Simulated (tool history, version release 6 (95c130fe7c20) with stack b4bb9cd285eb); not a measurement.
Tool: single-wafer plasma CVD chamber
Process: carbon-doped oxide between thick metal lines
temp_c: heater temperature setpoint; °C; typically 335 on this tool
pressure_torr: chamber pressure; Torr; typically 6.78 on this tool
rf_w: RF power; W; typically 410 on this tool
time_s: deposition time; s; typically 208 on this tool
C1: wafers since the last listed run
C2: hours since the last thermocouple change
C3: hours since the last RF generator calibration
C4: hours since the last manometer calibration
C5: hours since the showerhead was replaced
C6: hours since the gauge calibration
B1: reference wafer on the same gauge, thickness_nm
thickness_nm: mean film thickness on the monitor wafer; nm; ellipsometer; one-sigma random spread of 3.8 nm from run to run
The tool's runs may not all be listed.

{"run": 1, "day": 0.0, "temp_c": 335, "pressure_torr": 6.78, "rf_w": 410, "time_s": 208, "C1": 0, "C2": 403, "C3": 819.9, "C4": 721.8, "C5": 3696.3, "C6": 413.7, "B1": 894.805, "thickness_nm": 964.005}
{"run": 2, "day": 2.546, "temp_c": 345, "pressure_torr": 6.78, "rf_w": 410, "time_s": 208, "C1": 322, "C2": 464.1, "C3": 881, "C4": 782.9, "C5": 3757.4, "C6": 474.8, "B1": 896.494, "thickness_nm": 928.988}
{"run": 3, "day": 5.771, "temp_c": 345, "pressure_torr": 6.78, "rf_w": 410, "time_s": 208, "C1": 408, "C2": 541.5, "C3": 958.4, "C4": 860.3, "C5": 3834.8, "C6": 552.2, "B1": 895.242, "thickness_nm": 931.785}
{"run": 4, "day": 7.429, "temp_c": 345, "pressure_torr": 6.78, "rf_w": 410, "time_s": 208, "C1": 209, "C2": 581.3, "C3": 998.2, "C4": 900.1, "C5": 3874.6, "C6": 592, "B1": 895.414, "thickness_nm": 929.956}
{"run": 5, "day": 10.338, "temp_c": 335, "pressure_torr": 6.78, "rf_w": 410, "time_s": 196, "C1": 368, "C2": 651.1, "C3": 1068, "C4": 969.9, "C5": 3944.4, "C6": 661.8, "B1": 897.152, "thickness_nm": 900.709}
{"run": 6, "day": 11.896, "temp_c": 335, "pressure_torr": 6.78, "rf_w": 410, "time_s": 196, "C1": 197, "C2": 688.5, "C3": 1105.4, "C4": 1007.3, "C5": 3981.8, "C6": 699.2, "B1": 895.837, "thickness_nm": 898.416}
{"run": 7, "day": 14.167, "temp_c": 335, "pressure_torr": 6.78, "rf_w": 410, "time_s": 196, "C1": 287, "C2": 743, "C3": 1159.9, "C4": 1061.8, "C5": 4036.3, "C6": 753.7, "B1": 896.317, "thickness_nm": 899.428}
{"run": 8, "day": 17.592, "temp_c": 335, "pressure_torr": 6.78, "rf_w": 410, "time_s": 208, "C1": 433, "C2": 825.2, "C3": 1242.1, "C4": 1144, "C5": 4118.5, "C6": 835.9, "B1": 896.573, "thickness_nm": 948.76}
{"run": 9, "day": 19.158, "temp_c": 335, "pressure_torr": 6.78, "rf_w": 410, "time_s": 208, "C1": 198, "C2": 862.8, "C3": 1279.7, "C4": 1181.6, "C5": 4156.1, "C6": 873.5, "B1": 896.602, "thickness_nm": 948.238}
{"run": 10, "day": 23.658, "temp_c": 335, "pressure_torr": 6.78, "rf_w": 360, "time_s": 208, "C1": 569, "C2": 970.8, "C3": 1387.7, "C4": 1289.6, "C5": 4264.1, "C6": 981.5, "B1": 896.04, "thickness_nm": 857.495}
{"run": 11, "day": 27.138, "temp_c": 335, "pressure_torr": 6.78, "rf_w": 375, "time_s": 208, "C1": 440, "C2": 1054.3, "C3": 1471.2, "C4": 1373.1, "C5": 4347.6, "C6": 1065, "B1": 895.636, "thickness_nm": 880.646}
{"day": 29.212, "done": "capacitance manometer re-zeroed and calibrated"}
{"run": 12, "day": 29.233, "temp_c": 335, "pressure_torr": 6.78, "rf_w": 410, "time_s": 208, "C1": 223, "C2": 1104.6, "C3": 1521.5, "C4": 0.5, "C5": 4397.9, "C6": 1115.3, "B1": 896.511, "thickness_nm": 942.572}
{"run": 13, "day": 31.158, "temp_c": 341, "pressure_torr": 6.16, "rf_w": 410, "time_s": 208, "C1": 243, "C2": 1150.8, "C3": 1567.7, "C4": 46.7, "C5": 4444.1, "C6": 1161.5, "B1": 896.515, "thickness_nm": 920.856}
{"day": 33.25, "done": "showerhead replaced"}
{"run": 14, "day": 33.271, "temp_c": 335, "pressure_torr": 6.78, "rf_w": 410, "time_s": 208, "C1": 225, "C2": 1201.5, "C3": 1618.4, "C4": 97.4, "C5": 0.5, "C6": 1212.2, "B1": 897.581, "thickness_nm": 938.544}
{"run": 15, "day": 36.275, "temp_c": 329, "pressure_torr": 5.8, "rf_w": 465, "time_s": 208, "C1": 380, "C2": 1273.6, "C3": 1690.5, "C4": 169.5, "C5": 72.6, "C6": 1284.3, "B1": 894.966, "thickness_nm": 1040.061}
{"day": 38.204, "done": "gauge calibrated"}
{"run": 16, "day": 39.3, "temp_c": 330, "pressure_torr": 6.08, "rf_w": 410, "time_s": 220, "C1": 382, "C2": 1346.2, "C3": 1763.1, "C4": 242.1, "C5": 145.2, "C6": 26.3, "B1": 896.095, "thickness_nm": 996.1}
{"day": 42.929, "done": "thermocouple changed; heater temperature recalibrated"}
{"day": 43.25, "done": "RF generator calibrated"}
{"run": 17, "day": 43.354, "temp_c": 331, "pressure_torr": 8.37, "rf_w": 410, "time_s": 208, "C1": 430, "C2": 10.2, "C3": 2.5, "C4": 339.4, "C5": 242.5, "C6": 123.6, "B1": 896.157, "thickness_nm": 993.458}
{"run": 18, "day": 47.612, "temp_c": 335, "pressure_torr": 5.95, "rf_w": 410, "time_s": 208, "C1": 539, "C2": 112.4, "C3": 104.7, "C4": 441.6, "C5": 344.7, "C6": 225.8, "B1": 896.103, "thickness_nm": 967.788}
{"run": 19, "day": 50.167, "temp_c": 349, "pressure_torr": 6.78, "rf_w": 410, "time_s": 208, "C1": 323, "C2": 173.7, "C3": 166, "C4": 502.9, "C5": 406, "C6": 287.1, "B1": 894.932, "thickness_nm": 928.268}
{"run": 20, "day": 53.033, "temp_c": 345, "pressure_torr": 6.78, "rf_w": 410, "time_s": 208, "C1": 362, "C2": 242.5, "C3": 234.8, "C4": 571.7, "C5": 474.8, "C6": 355.9, "B1": 895.413, "thickness_nm": 942.616}
{"run": 21, "day": 56.975, "temp_c": 335, "pressure_torr": 6.78, "rf_w": 410, "time_s": 208, "C1": 499, "C2": 337.1, "C3": 329.4, "C4": 666.3, "C5": 569.4, "C6": 450.5, "B1": 895.875, "thickness_nm": 975.099}
{"run": 22, "day": 59.071, "temp_c": 335, "pressure_torr": 6.78, "rf_w": 410, "time_s": 208, "C1": 265, "C2": 387.4, "C3": 379.7, "C4": 716.6, "C5": 619.7, "C6": 500.8, "B1": 896.198, "thickness_nm": 973.585}
{"run": 23, "day": 60.867, "temp_c": 335, "pressure_torr": 6.78, "rf_w": 410, "time_s": 181, "C1": 227, "C2": 430.5, "C3": 422.8, "C4": 759.7, "C5": 662.8, "C6": 543.9, "B1": 896.518, "thickness_nm": 844.748}

Predict each of these 3 candidate next runs independently; none follows another, all start after run 23:
{"run": "A", "day": 60.888, "temp_c": 335, "pressure_torr": 6.78, "rf_w": 410, "time_s": 208, "C1": 2, "C2": 431, "C3": 423.3, "C4": 760.2, "C5": 663.3, "C6": 544.4, "B1": "?", "thickness_nm": "?"}
{"run": "B", "day": 60.888, "temp_c": 335, "pressure_torr": 7.24, "rf_w": 480, "time_s": 178, "C1": 2, "C2": 431, "C3": 423.3, "C4": 760.2, "C5": 663.3, "C6": 544.4, "B1": "?", "thickness_nm": "?"}
{"run": "C", "day": 60.888, "temp_c": 335, "pressure_torr": 7.88, "rf_w": 410, "time_s": 208, "C1": 2, "C2": 431, "C3": 423.3, "C4": 760.2, "C5": 663.3, "C6": 544.4, "B1": "?", "thickness_nm": "?"}

run=A B1=895.437 thickness_nm=974.008
run=B B1=895.437 thickness_nm=935.867
run=C B1=895.437 thickness_nm=980.842
Without the tool's unlogged condition, the same runs would have read:
run=A thickness_nm=997.201
run=B thickness_nm=955.038
run=C thickness_nm=1004.199
